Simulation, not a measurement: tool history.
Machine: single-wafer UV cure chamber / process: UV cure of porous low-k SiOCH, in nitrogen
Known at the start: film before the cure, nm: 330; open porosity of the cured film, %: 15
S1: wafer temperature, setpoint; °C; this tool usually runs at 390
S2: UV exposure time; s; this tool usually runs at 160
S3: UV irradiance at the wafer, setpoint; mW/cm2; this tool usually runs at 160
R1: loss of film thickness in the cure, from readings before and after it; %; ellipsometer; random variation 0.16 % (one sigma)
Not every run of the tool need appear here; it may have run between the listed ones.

run	hour	S1	S2	S3	R1
1	0	401	160	160	9.729
2	17.8	401	160	160	9.682
3	32.1	401	160	160	9.953
4	42	390	160	160	9.537
5	57	390	160	160	9.443
6	68.8	390	160	160	9.587
# hour 80.8: quartz window cleaned
7	81.3	390	160	160	9.467
8	94.1	390	160	160	9.683
9	108.9	390	160	160	9.455
10	122.1	390	160	160	9.457
11	134.2	390	160	160	9.352
12	142.1	390	160	160	9.454
13	157.8	390	160	160	9.253
14	165.7	390	160	160	9.388
15	210.5	390	160	179	10.131
# hour 221.3: UV bulbs replaced
16	222	401	160	160	11.243
17	237.2	390	190	160	11.888
18	245.5	390	160	160	11.302
19	263.4	390	70	178	7.982
20	271.9	390	160	160	11.011
21	288.4	398	250	139	12.486
# hour 307.5: quartz window cleaned
22	308	408	80	193	9.262
23	308.3	400	105	185	9.926
24	322	390	160	160	10.772
25	338.2	390	160	160	10.844
26	353	400	250	171	13.288
27	363.6	390	160	177	11.325
28	372.6	381	105	174	8.887
29	385.9	390	240	197	13.91

3 ways to go on from here, each from the tool as it stands after run 29. What would each give?
A	386.3	390	160	196	?
B	386.3	407	160	139	?
C	386.3	390	210	160	?

run	R1
A	11.838
B	10.567
C	12.16
Had the tool no hidden state, the same runs would have come out as:
run	R1
A	12.589
B	11.294
C	12.917
